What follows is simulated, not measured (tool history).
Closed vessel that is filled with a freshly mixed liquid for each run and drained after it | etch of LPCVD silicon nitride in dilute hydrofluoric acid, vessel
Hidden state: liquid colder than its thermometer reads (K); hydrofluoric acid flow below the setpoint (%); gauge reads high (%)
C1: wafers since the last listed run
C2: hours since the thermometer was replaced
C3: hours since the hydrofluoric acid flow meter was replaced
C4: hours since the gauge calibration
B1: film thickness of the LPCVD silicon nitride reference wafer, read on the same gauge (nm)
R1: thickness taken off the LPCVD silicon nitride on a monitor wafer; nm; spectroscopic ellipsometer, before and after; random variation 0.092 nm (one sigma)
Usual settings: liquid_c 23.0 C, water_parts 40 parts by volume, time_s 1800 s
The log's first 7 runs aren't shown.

{"run": 8, "hour": 159.4, "liquid_c": 23.0, "water_parts": 50, "time_s": 2590, "C1": 1085, "C2": 2201.3, "C3": 388.2, "C4": 198.3, "B1": 120.02, "R1": 21.96}
{"run": 9, "hour": 188.5, "liquid_c": 23.0, "water_parts": 50, "time_s": 2590, "C1": 1210, "C2": 2230.4, "C3": 417.3, "C4": 227.4, "B1": 119.99, "R1": 22.13}
{"run": 10, "hour": 205.6, "liquid_c": 22.0, "water_parts": 40, "time_s": 1800, "C1": 711, "C2": 2247.5, "C3": 434.4, "C4": 244.5, "B1": 119.97, "R1": 17.77}
{"run": 11, "hour": 225.9, "liquid_c": 22.0, "water_parts": 40, "time_s": 1800, "C1": 844, "C2": 2267.8, "C3": 454.7, "C4": 264.8, "B1": 120.02, "R1": 17.7}
{"run": 12, "hour": 248.1, "liquid_c": 22.0, "water_parts": 40, "time_s": 1800, "C1": 923, "C2": 2290.0, "C3": 476.9, "C4": 287.0, "B1": 120.0, "R1": 17.69}
{"run": 13, "hour": 262.0, "liquid_c": 23.0, "water_parts": 35, "time_s": 1800, "C1": 578, "C2": 2303.9, "C3": 490.8, "C4": 300.9, "B1": 120.01, "R1": 21.55}
{"run": 14, "hour": 360.8, "liquid_c": 23.0, "water_parts": 35, "time_s": 1800, "C1": 4109, "C2": 2402.7, "C3": 589.6, "C4": 399.7, "B1": 120.02, "R1": 21.27}
{"run": 15, "hour": 380.3, "liquid_c": 23.0, "water_parts": 40, "time_s": 1800, "C1": 811, "C2": 2422.2, "C3": 609.1, "C4": 419.2, "B1": 120.01, "R1": 18.74}
{"run": 16, "hour": 398.3, "liquid_c": 23.0, "water_parts": 40, "time_s": 1800, "C1": 748, "C2": 2440.2, "C3": 627.1, "C4": 437.2, "B1": 120.0, "R1": 18.8}
{"run": 17, "hour": 431.9, "liquid_c": 18.0, "water_parts": 40, "time_s": 1800, "C1": 1397, "C2": 2473.8, "C3": 660.7, "C4": 470.8, "B1": 119.97, "R1": 13.24}
{"run": 18, "hour": 453.8, "liquid_c": 23.0, "water_parts": 25, "time_s": 2085, "C1": 910, "C2": 2495.7, "C3": 682.6, "C4": 492.7, "B1": 120.01, "R1": 34.07}
{"run": 19, "hour": 484.6, "liquid_c": 23.0, "water_parts": 40, "time_s": 1800, "C1": 1281, "C2": 2526.5, "C3": 713.4, "C4": 523.5, "B1": 120.0, "R1": 18.62}
{"run": 20, "hour": 517.2, "liquid_c": 23.0, "water_parts": 40, "time_s": 1800, "C1": 1356, "C2": 2559.1, "C3": 746.0, "C4": 556.1, "B1": 120.03, "R1": 18.49}
{"run": 21, "hour": 548.6, "liquid_c": 26.5, "water_parts": 50, "time_s": 1485, "C1": 1306, "C2": 2590.5, "C3": 777.4, "C4": 587.5, "B1": 120.01, "R1": 15.5}
{"hour": 592.3, "done": "gauge calibrated"}
{"hour": 621.7, "done": "thermometer replaced"}
{"hour": 630.0, "done": "hydrofluoric acid flow meter replaced"}
{"run": 22, "hour": 635.0, "liquid_c": 27.5, "water_parts": 30, "time_s": 2590, "C1": 3510, "C2": 13.3, "C3": 5.0, "C4": 42.7, "B1": 120.0, "R1": 50.09}
{"run": 23, "hour": 659.8, "liquid_c": 23.0, "water_parts": 40, "time_s": 1800, "C1": 1031, "C2": 38.1, "C3": 29.8, "C4": 67.5, "B1": 119.99, "R1": 19.41}
{"run": 24, "hour": 673.8, "liquid_c": 23.0, "water_parts": 30, "time_s": 1800, "C1": 582, "C2": 52.1, "C3": 43.8, "C4": 81.5, "B1": 119.99, "R1": 25.91}
{"run": 25, "hour": 706.5, "liquid_c": 23.0, "water_parts": 30, "time_s": 1030, "C1": 1360, "C2": 84.8, "C3": 76.5, "C4": 114.2, "B1": 120.01, "R1": 14.63}
{"run": 26, "hour": 729.7, "liquid_c": 23.0, "water_parts": 50, "time_s": 2590, "C1": 965, "C2": 108.0, "C3": 99.7, "C4": 137.4, "B1": 120.0, "R1": 22.35}
{"run": 27, "hour": 756.0, "liquid_c": 21.5, "water_parts": 40, "time_s": 1800, "C1": 1093, "C2": 134.3, "C3": 126.0, "C4": 163.7, "B1": 119.98, "R1": 17.38}
{"run": 28, "hour": 787.1, "liquid_c": 23.0, "water_parts": 40, "time_s": 1800, "C1": 1293, "C2": 165.4, "C3": 157.1, "C4": 194.8, "B1": 120.01, "R1": 19.3}
{"run": 29, "hour": 818.0, "liquid_c": 26.5, "water_parts": 50, "time_s": 1200, "C1": 1285, "C2": 196.3, "C3": 188.0, "C4": 225.7, "B1": 120.01, "R1": 12.95}
{"run": 30, "hour": 836.2, "liquid_c": 25.5, "water_parts": 25, "time_s": 1305, "C1": 757, "C2": 214.5, "C3": 206.2, "C4": 243.9, "B1": 120.01, "R1": 25.93}
{"run": 31, "hour": 866.2, "liquid_c": 19.0, "water_parts": 55, "time_s": 1800, "C1": 1247, "C2": 244.5, "C3": 236.2, "C4": 273.9, "B1": 120.03, "R1": 10.7}
{"run": 32, "hour": 878.2, "liquid_c": 23.0, "water_parts": 40, "time_s": 1800, "C1": 499, "C2": 256.5, "C3": 248.2, "C4": 285.9, "B1": 119.97, "R1": 19.2}

Forecast each of these 4 alternatives for the next run:
{"run": "A", "hour": 879.3, "liquid_c": 23.0, "water_parts": 40, "time_s": 1020, "C1": 45, "C2": 257.6, "C3": 249.3, "C4": 287.0, "B1": "?", "R1": "?"}
{"run": "B", "hour": 879.3, "liquid_c": 25.5, "water_parts": 40, "time_s": 725, "C1": 45, "C2": 257.6, "C3": 249.3, "C4": 287.0, "B1": "?", "R1": "?"}
{"run": "C", "hour": 879.3, "liquid_c": 19.5, "water_parts": 30, "time_s": 1800, "C1": 45, "C2": 257.6, "C3": 249.3, "C4": 287.0, "B1": "?", "R1": "?"}
{"run": "D", "hour": 879.3, "liquid_c": 26.5, "water_parts": 30, "time_s": 2845, "C1": 45, "C2": 257.6, "C3": 249.3, "C4": 287.0, "B1": "?", "R1": "?"}

run=A B1=119.99 R1=10.91
run=B B1=119.99 R1=9.18
run=C B1=119.99 R1=19.96
run=D B1=119.99 R1=50.99
Without the tool's hidden state the same runs would have given:
run=A R1=11.12
run=B R1=9.36
run=C R1=20.34
run=D R1=51.98

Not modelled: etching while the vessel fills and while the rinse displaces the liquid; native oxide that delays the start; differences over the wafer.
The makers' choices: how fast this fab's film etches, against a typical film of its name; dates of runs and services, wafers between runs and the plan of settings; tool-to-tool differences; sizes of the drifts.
